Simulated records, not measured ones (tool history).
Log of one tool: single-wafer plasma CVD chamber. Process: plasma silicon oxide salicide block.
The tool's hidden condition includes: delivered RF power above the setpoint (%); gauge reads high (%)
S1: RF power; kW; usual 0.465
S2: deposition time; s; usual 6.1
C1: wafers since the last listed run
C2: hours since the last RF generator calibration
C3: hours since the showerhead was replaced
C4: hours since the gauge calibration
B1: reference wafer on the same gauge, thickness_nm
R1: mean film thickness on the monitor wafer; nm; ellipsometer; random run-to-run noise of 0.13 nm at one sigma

{"run": 1, "hour": 0.0, "S1": 0.465, "S2": 6.53, "C1": 0, "C2": 1694.6, "C3": 6001.3, "C4": 1584, "B1": 68.996, "R1": 63.83}
{"run": 2, "hour": 97.0, "S1": 0.465, "S2": 6.53, "C1": 2696, "C2": 1791.6, "C3": 6098.3, "C4": 1681, "B1": 69.019, "R1": 63.874}
{"hour": 120.7, "done": "RF generator calibrated"}
{"run": 3, "hour": 204.8, "S1": 0.465, "S2": 5.4, "C1": 2774, "C2": 84.1, "C3": 6206.1, "C4": 1788.8, "B1": 68.981, "R1": 53.382}
{"run": 4, "hour": 249.4, "S1": 0.465, "S2": 5.4, "C1": 1240, "C2": 128.7, "C3": 6250.7, "C4": 1833.4, "B1": 69.041, "R1": 53.39}
{"run": 5, "hour": 332.0, "S1": 0.465, "S2": 5.4, "C1": 2296, "C2": 211.3, "C3": 6333.3, "C4": 1916, "B1": 68.941, "R1": 53.422}
{"run": 6, "hour": 424.8, "S1": 0.465, "S2": 6.82, "C1": 2580, "C2": 304.1, "C3": 6426.1, "C4": 2008.8, "B1": 69.046, "R1": 67.159}
{"run": 7, "hour": 492.7, "S1": 0.465, "S2": 6.82, "C1": 1887, "C2": 372, "C3": 6494, "C4": 2076.7, "B1": 68.958, "R1": 67.294}
{"run": 8, "hour": 550.2, "S1": 0.465, "S2": 6.82, "C1": 1598, "C2": 429.5, "C3": 6551.5, "C4": 2134.2, "B1": 69.025, "R1": 66.869}
{"hour": 578.1, "done": "gauge calibrated"}
{"run": 9, "hour": 609.0, "S1": 0.53, "S2": 6.1, "C1": 1634, "C2": 488.3, "C3": 6610.3, "C4": 30.9, "B1": 68.997, "R1": 62.598}
{"run": 10, "hour": 672.4, "S1": 0.465, "S2": 6.1, "C1": 1762, "C2": 551.7, "C3": 6673.7, "C4": 94.3, "B1": 68.997, "R1": 60.039}
{"run": 11, "hour": 710.8, "S1": 0.465, "S2": 6.1, "C1": 1067, "C2": 590.1, "C3": 6712.1, "C4": 132.7, "B1": 69.029, "R1": 59.878}
{"run": 12, "hour": 791.7, "S1": 0.465, "S2": 5.39, "C1": 2249, "C2": 671, "C3": 6793, "C4": 213.6, "B1": 69.007, "R1": 52.839}
{"run": 13, "hour": 876.6, "S1": 0.51, "S2": 5.16, "C1": 2360, "C2": 755.9, "C3": 6877.9, "C4": 298.5, "B1": 69.043, "R1": 52.16}
{"run": 14, "hour": 949.0, "S1": 0.405, "S2": 5.61, "C1": 2012, "C2": 828.3, "C3": 6950.3, "C4": 370.9, "B1": 69.019, "R1": 52.35}
{"run": 15, "hour": 1017.8, "S1": 0.375, "S2": 6.43, "C1": 1912, "C2": 897.1, "C3": 7019.1, "C4": 439.7, "B1": 68.98, "R1": 58.396}
{"run": 16, "hour": 1237.9, "S1": 0.465, "S2": 6.1, "C1": 6119, "C2": 1117.2, "C3": 7239.2, "C4": 659.8, "B1": 68.99, "R1": 59.645}
{"run": 17, "hour": 1292.4, "S1": 0.51, "S2": 5.16, "C1": 1515, "C2": 1171.7, "C3": 7293.7, "C4": 714.3, "B1": 68.995, "R1": 52.201}
{"hour": 1392.5, "done": "showerhead replaced"}
{"run": 18, "hour": 1393.0, "S1": 0.385, "S2": 6.88, "C1": 2574, "C2": 1272.3, "C3": 0.5, "C4": 814.9, "B1": 68.978, "R1": 62.881}
{"run": 19, "hour": 1474.0, "S1": 0.465, "S2": 5.04, "C1": 2252, "C2": 1353.3, "C3": 81.5, "C4": 895.9, "B1": 69.02, "R1": 49.215}
{"hour": 1493.7, "done": "RF generator calibrated"}
{"run": 20, "hour": 1540.9, "S1": 0.465, "S2": 6.1, "C1": 1637, "C2": 47.2, "C3": 148.4, "C4": 962.8, "B1": 69.024, "R1": 60.41}
{"run": 21, "hour": 1638.1, "S1": 0.385, "S2": 7.16, "C1": 2702, "C2": 144.4, "C3": 245.6, "C4": 1060, "B1": 69.038, "R1": 66.119}
{"run": 22, "hour": 1716.0, "S1": 0.465, "S2": 5.35, "C1": 2165, "C2": 222.3, "C3": 323.5, "C4": 1137.9, "B1": 69.006, "R1": 52.565}

For run 23, what comes out?
{"run": 23, "hour": 1792.6, "S1": 0.465, "S2": 6.73, "C1": 2129, "C2": 298.9, "C3": 400.1, "C4": 1214.5, "B1": "?", "R1": "?"}

Logged for run 23: B1 68.996, R1 66.434 nm.
Had the tool carried no hidden state, the very same run would have given R1 67.048 nm.
